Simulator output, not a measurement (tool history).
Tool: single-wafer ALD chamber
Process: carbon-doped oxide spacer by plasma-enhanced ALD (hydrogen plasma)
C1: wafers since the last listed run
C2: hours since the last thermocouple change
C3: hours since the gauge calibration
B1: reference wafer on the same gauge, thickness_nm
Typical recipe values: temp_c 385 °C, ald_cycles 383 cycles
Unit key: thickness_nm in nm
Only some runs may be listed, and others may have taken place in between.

run 1 hour=0.0 | temp_c=380 ald_cycles=367 | C1=0 C2=241.9 C3=2547.9 | B1=23.956 | thickness_nm=19.418
run 2 hour=86.8 | temp_c=380 ald_cycles=367 | C1=112 C2=328.7 C3=2634.7 | B1=23.978 | thickness_nm=19.413
run 3 hour=154.7 | temp_c=385 ald_cycles=383 | C1=88 C2=396.6 C3=2702.6 | B1=23.920 | thickness_nm=20.238
run 4 hour=251.8 | temp_c=385 ald_cycles=383 | C1=126 C2=493.7 C3=2799.7 | B1=23.911 | thickness_nm=20.207
run 5 hour=327.7 | temp_c=385 ald_cycles=383 | C1=98 C2=569.6 C3=2875.6 | B1=23.867 | thickness_nm=20.275
run 6 hour=445.2 | temp_c=385 ald_cycles=383 | C1=152 C2=687.1 C3=2993.1 | B1=23.832 | thickness_nm=20.050
run 7 hour=486.2 | temp_c=385 ald_cycles=383 | C1=53 C2=728.1 C3=3034.1 | B1=23.824 | thickness_nm=20.105
run 8 hour=565.6 | temp_c=385 ald_cycles=383 | C1=103 C2=807.5 C3=3113.5 | B1=23.781 | thickness_nm=20.056
run 9 hour=656.7 | temp_c=375 ald_cycles=383 | C1=118 C2=898.6 C3=3204.6 | B1=23.774 | thickness_nm=20.127
run 10 hour=697.1 | temp_c=385 ald_cycles=383 | C1=52 C2=939.0 C3=3245.0 | B1=23.742 | thickness_nm=20.047
run 11 hour=997.4 | temp_c=385 ald_cycles=383 | C1=389 C2=1239.3 C3=3545.3 | B1=23.615 | thickness_nm=19.991
run 12 hour=1091.7 | temp_c=385 ald_cycles=383 | C1=122 C2=1333.6 C3=3639.6 | B1=23.580 | thickness_nm=20.023
run 13 hour=1177.6 | temp_c=385 ald_cycles=383 | C1=111 C2=1419.5 C3=3725.5 | B1=23.523 | thickness_nm=19.911
run 14 hour=1213.7 | temp_c=385 ald_cycles=383 | C1=46 C2=1455.6 C3=3761.6 | B1=23.523 | thickness_nm=19.816
-- hour=1260.2 gauge calibrated
run 15 hour=1288.4 | temp_c=385 ald_cycles=383 | C1=96 C2=1530.3 C3=28.2 | B1=24.491 | thickness_nm=20.657
-- hour=1323.1 thermocouple changed; heater temperature recalibrated
run 16 hour=1332.9 | temp_c=385 ald_cycles=383 | C1=47 C2=9.8 C3=72.7 | B1=24.452 | thickness_nm=20.736
run 17 hour=1377.4 | temp_c=385 ald_cycles=383 | C1=57 C2=54.3 C3=117.2 | B1=24.456 | thickness_nm=20.618

The next listed run, before its measurement:
run 18 hour=1444.3 | temp_c=390 ald_cycles=407 | C1=86 C2=121.2 C3=184.1 | B1=? | thickness_nm=?

{"run 18": {"B1": 24.458, "thickness_nm": 21.92}}
If the tool had no hidden condition, the same run with the same run-to-run variation would have returned thickness_nm 21.866 nm.
